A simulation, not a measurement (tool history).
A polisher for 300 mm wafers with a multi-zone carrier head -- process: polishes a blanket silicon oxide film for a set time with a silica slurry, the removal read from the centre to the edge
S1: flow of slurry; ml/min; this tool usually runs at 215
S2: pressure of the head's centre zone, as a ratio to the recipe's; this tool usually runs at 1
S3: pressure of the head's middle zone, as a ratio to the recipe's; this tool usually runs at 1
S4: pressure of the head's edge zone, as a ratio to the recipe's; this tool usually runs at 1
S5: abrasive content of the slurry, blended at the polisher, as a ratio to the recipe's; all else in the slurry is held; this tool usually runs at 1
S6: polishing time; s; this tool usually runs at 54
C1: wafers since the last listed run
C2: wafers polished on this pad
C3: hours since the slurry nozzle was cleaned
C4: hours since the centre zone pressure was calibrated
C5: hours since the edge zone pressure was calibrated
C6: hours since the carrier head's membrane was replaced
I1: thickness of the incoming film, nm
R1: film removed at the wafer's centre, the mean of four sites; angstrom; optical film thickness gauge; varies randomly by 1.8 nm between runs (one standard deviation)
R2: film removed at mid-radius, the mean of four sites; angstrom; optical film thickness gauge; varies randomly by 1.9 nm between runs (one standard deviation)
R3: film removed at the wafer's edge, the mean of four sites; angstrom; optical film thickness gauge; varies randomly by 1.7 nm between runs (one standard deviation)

run 1 hour=0 | S1=215 S2=1 S3=1 S4=1 S5=1 S6=54 | C1=0 C2=259 C3=217.6 C4=917.4 C5=375.8 C6=1089.4 | I1=1055.9 | R1=1916 R2=1891 R3=1997
run 2 hour=14.5 | S1=215 S2=1 S3=1 S4=1 S5=1 S6=54 | C1=133 C2=393 C3=232.1 C4=931.9 C5=390.3 C6=1103.9 | I1=1061.1 | R1=1915 R2=1888 R3=1944
run 3 hour=58.4 | S1=215 S2=1 S3=1 S4=1.07 S5=1 S6=54 | C1=403 C2=796 C3=276 C4=975.8 C5=434.2 C6=1147.8 | I1=1029.6 | R1=1918 R2=1904 R3=2035
-- hour=107.3 worn pad replaced by a new one
run 4 hour=146.8 | S1=215 S2=1 S3=1 S4=1 S5=1 S6=54 | C1=774 C2=362 C3=364.4 C4=1064.2 C5=522.6 C6=1236.2 | I1=1057.3 | R1=1895 R2=1859 R3=1948
run 5 hour=169.3 | S1=215 S2=1 S3=1 S4=1 S5=1 S6=54 | C1=206 C2=569 C3=386.9 C4=1086.7 C5=545.1 C6=1258.7 | I1=1049.4 | R1=1845 R2=1848 R3=1965
run 6 hour=201.9 | S1=215 S2=1 S3=1 S4=1 S5=1 S6=54 | C1=299 C2=868 C3=419.5 C4=1119.3 C5=577.7 C6=1291.3 | I1=1064.5 | R1=1872 R2=1844 R3=1936
run 7 hour=217 | S1=215 S2=1 S3=1 S4=1 S5=1 S6=54 | C1=138 C2=1007 C3=434.6 C4=1134.4 C5=592.8 C6=1306.4 | I1=1032.3 | R1=1878 R2=1841 R3=1952
-- hour=222.1 edge zone pressure recalibrated
-- hour=231.6 centre zone pressure recalibrated
run 8 hour=239.8 | S1=215 S2=1 S3=1 S4=1 S5=1 S6=54 | C1=172 C2=1179 C3=457.4 C4=8.2 C5=17.7 C6=1329.2 | I1=1045.8 | R1=1854 R2=1835 R3=1916
-- hour=251.4 worn pad replaced by a new one
run 9 hour=264 | S1=215 S2=1 S3=1.11 S4=0.89 S5=1 S6=54 | C1=185 C2=116 C3=481.6 C4=32.4 C5=41.9 C6=1353.4 | I1=1045.4 | R1=1898 R2=2043 R3=1832
run 10 hour=291.5 | S1=215 S2=1 S3=1 S4=1 S5=1 S6=54 | C1=252 C2=368 C3=509.1 C4=59.9 C5=69.4 C6=1380.9 | I1=1043.1 | R1=1854 R2=1857 R3=1925
-- hour=302.3 slurry nozzle cleaned
run 11 hour=324.6 | S1=215 S2=1 S3=1 S4=1 S5=1 S6=54 | C1=294 C2=663 C3=22.3 C4=93 C5=102.5 C6=1414 | I1=1040.3 | R1=2073 R2=2030 R3=2043
-- hour=351 carrier head's membrane replaced by a new one
run 12 hour=359.3 | S1=235 S2=1 S3=1 S4=1.03 S5=1 S6=42 | C1=272 C2=935 C3=57 C4=127.7 C5=137.2 C6=8.3 | I1=1028.9 | R1=1588 R2=1569 R3=1630
-- hour=396.7 worn pad replaced by a new one
run 13 hour=397.2 | S1=215 S2=1.11 S3=1 S4=1.09 S5=1.25 S6=54 | C1=311 C2=4 C3=94.9 C4=165.6 C5=175.1 C6=46.2 | I1=1050.9 | R1=2413 R2=2136 R3=2292
run 14 hour=408.2 | S1=215 S2=1 S3=1 S4=1 S5=1 S6=72 | C1=100 C2=105 C3=105.9 C4=176.6 C5=186.1 C6=57.2 | I1=1039.4 | R1=2672 R2=2619 R3=2717
run 15 hour=438.2 | S1=215 S2=1 S3=1 S4=1.08 S5=1.15 S6=54 | C1=275 C2=381 C3=135.9 C4=206.6 C5=216.1 C6=87.2 | I1=1045 | R1=2080 R2=2069 R3=2204
run 16 hour=463.8 | S1=215 S2=1 S3=1.06 S4=1.05 S5=1 S6=67 | C1=235 C2=616 C3=161.5 C4=232.2 C5=241.7 C6=112.8 | I1=1055.3 | R1=2398 R2=2567 R3=2575
run 17 hour=476.7 | S1=215 S2=0.96 S3=1 S4=1 S5=0.8 S6=54 | C1=118 C2=734 C3=174.4 C4=245.1 C5=254.6 C6=125.7 | I1=1049 | R1=1739 R2=1768 R3=1838

Below are 4 alternative next runs, each starting from the tool's condition after run 17. Predict each:
run A hour=477.1 | S1=215 S2=1 S3=1 S4=1 S5=1 S6=71 | C1=3 C2=738 C3=174.8 C4=245.5 C5=255 C6=126.1 | I1=1047.3 | R1=? R2=? R3=?
run B hour=477.1 | S1=215 S2=1 S3=1.1 S4=1.05 S5=1 S6=54 | C1=3 C2=738 C3=174.8 C4=245.5 C5=255 C6=126.1 | I1=1047.3 | R1=? R2=? R3=?
run C hour=477.1 | S1=215 S2=0.92 S3=1 S4=1.05 S5=1 S6=39 | C1=3 C2=738 C3=174.8 C4=245.5 C5=255 C6=126.1 | I1=1047.3 | R1=? R2=? R3=?
run D hour=477.1 | S1=215 S2=0.94 S3=1 S4=1.08 S5=0.85 S6=48 | C1=3 C2=738 C3=174.8 C4=245.5 C5=255 C6=126.1 | I1=1047.3 | R1=? R2=? R3=?

run=A R1=2574 R2=2527 R3=2656
run=B R1=1959 R2=2084 R3=2066
run=C R1=1300 R2=1388 R3=1494
run=D R1=1545 R2=1615 R3=1762
Take away the tool's hidden state, keep each run's random variation, and the runs would have read:
run=A R1=2728 R2=2663 R3=2760
run=B R1=2077 R2=2196 R3=2147
run=C R1=1378 R2=1463 R3=1553
run=D R1=1638 R2=1701 R3=1831
